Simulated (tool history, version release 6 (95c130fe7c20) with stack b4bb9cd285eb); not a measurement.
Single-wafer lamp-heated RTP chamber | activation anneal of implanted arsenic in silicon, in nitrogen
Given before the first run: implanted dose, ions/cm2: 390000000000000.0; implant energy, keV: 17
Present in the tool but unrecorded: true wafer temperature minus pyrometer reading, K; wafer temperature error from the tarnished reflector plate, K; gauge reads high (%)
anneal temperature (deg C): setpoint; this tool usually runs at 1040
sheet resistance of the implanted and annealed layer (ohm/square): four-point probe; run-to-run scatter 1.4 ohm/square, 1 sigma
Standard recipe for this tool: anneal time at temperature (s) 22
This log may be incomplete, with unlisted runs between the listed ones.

run	hour	anneal temperature (deg C)	anneal time at temperature (s)	wafers since the last listed run	wafers since the last pyrometer calibration	wafers since the reflector plate was cleaned	hours since the gauge calibration	read-back reference wafer on the same gauge, sheet resistance	sheet resistance of the implanted and annealed layer (ohm/square)
1	0	1059	22	0	322	4361	970.1	253.66	250.1
2	47.9	1040	22	435	757	4797	1018	254.47	259.42
# hour 54.7: gauge calibrated
3	76.6	1040	22	260	1018	5058	21.9	243.01	248.1
4	128.7	1040	22	473	1492	5531	74	243.48	245.24
5	170.6	1040	22	380	1873	5912	115.9	243.42	244.63
6	201.1	1040	22	277	2150	6190	146.4	243.13	245.28
7	234.3	1051	12	301	2452	6491	179.6	243.38	250.05
# hour 291.6: pyrometer window cleaned and pyrometer calibrated
8	292.1	1051	12	452	4	6944	237.4	243.6	249.51
9	330.5	1051	12	349	353	7293	275.8	243.77	250.23
10	381.2	1031	13	460	814	7754	326.5	244.23	251.53
11	427.8	1040	22	423	1238	8178	373.1	244.55	246.54
12	486.7	1040	22	535	1774	8713	432	245.02	246.97
13	532.3	1040	25	414	2188	9128	477.6	245.42	246.49
14	558.6	1022	22	239	2427	9367	503.9	245.93	252.98
# hour 581.2: pyrometer window cleaned and pyrometer calibrated
# hour 586.7: reflector plate cleaned
15	605.6	1022	22	304	171	171	550.9	246.18	251.26
16	648	1051	22	385	557	557	593.3	246.92	247.43
17	690.7	1050	22	388	945	945	636	247.01	245.1
18	728.1	1031	13	340	1285	1285	673.4	248.12	254.93
19	776.2	1040	22	437	1722	1722	721.5	248.59	251.36
# hour 835.7: pyrometer window cleaned and pyrometer calibrated
20	836	1017	18	470	2	2193	781.3	248.88	258.27
21	868.1	1018	13	291	294	2485	813.4	250.25	257.69
22	914.8	1012	26	424	718	2910	860.1	250.78	259.65
23	939.7	1014	9	226	945	3136	885	250.83	264.1
24	985.4	1063	15	415	1360	3552	930.7	251.7	251.35
25	1045.2	1031	13	543	1904	4095	990.5	253.48	260.54
# hour 1056: gauge calibrated
26	1076.4	1068	31	283	2188	4379	20.4	242.96	235.72
27	1125.3	1025	33	444	2632	4824	69.3	243.06	246.95
# hour 1156.5: pyrometer window cleaned and pyrometer calibrated
28	1157	1015	30	215	4	5039	101	242.68	248.85
29	1223.2	1012	26	601	606	5641	167.2	243.3	248.77
30	1291.5	1029	13	620	1227	6262	235.5	243.65	252
31	1335.4	1056	22	399	1626	6661	279.4	243.86	245.59
32	1389.1	1040	15	488	2114	7149	333.1	244.46	247.82
# hour 1420.2: pyrometer window cleaned and pyrometer calibrated
33	1422.7	1067	12	232	22	7382	366.7	244.17	247.41
34	1472	1054	11	448	471	7830	416	245.05	251.04

What differs in the tool's unlogged condition from the final listed run ahead of each entry between runs to the first listed run following it?
Between runs 2 and 3: gauge calibrated (hour 54.7)
  gauge reads high (%): 4.83 -> 0.0962
  the result without the hidden state subtracted from the measured one, sheet resistance of the implanted and annealed layer (ohm/square): +11.95 -> +0.24
Between runs 7 and 8: pyrometer window cleaned and pyrometer calibrated (hour 291.6)
  gauge reads high (%): 0.228 -> 0.328
  the result without the hidden state subtracted from the measured one, sheet resistance of the implanted and annealed layer (ohm/square): +0.56 -> +0.82
Between runs 14 and 15: pyrometer window cleaned and pyrometer calibrated (hour 581.2); reflector plate cleaned (hour 586.7)
  gauge reads high (%): 1.15 -> 1.35
  the result without the hidden state subtracted from the measured one, sheet resistance of the implanted and annealed layer (ohm/square): +2.87 -> +3.36
Between runs 19 and 20: pyrometer window cleaned and pyrometer calibrated (hour 835.7)
  gauge reads high (%): 2.25 -> 2.63
  the result without the hidden state subtracted from the measured one, sheet resistance of the implanted and annealed layer (ohm/square): +5.54 -> +6.61
Between runs 25 and 26: gauge calibrated (hour 1056)
  gauge reads high (%): 4.16 -> -0.00614
  the result without the hidden state subtracted from the measured one, sheet resistance of the implanted and annealed layer (ohm/square): +10.41 -> -0.02
Between runs 27 and 28: pyrometer window cleaned and pyrometer calibrated (hour 1156.5)
  gauge reads high (%): 0.012 -> 0.0344
  the result without the hidden state subtracted from the measured one, sheet resistance of the implanted and annealed layer (ohm/square): +0.03 -> +0.09
Between runs 32 and 33: pyrometer window cleaned and pyrometer calibrated (hour 1420.2)
  gauge reads high (%): 0.452 -> 0.55
  the result without the hidden state subtracted from the measured one, sheet resistance of the implanted and annealed layer (ohm/square): +1.12 -> +1.35

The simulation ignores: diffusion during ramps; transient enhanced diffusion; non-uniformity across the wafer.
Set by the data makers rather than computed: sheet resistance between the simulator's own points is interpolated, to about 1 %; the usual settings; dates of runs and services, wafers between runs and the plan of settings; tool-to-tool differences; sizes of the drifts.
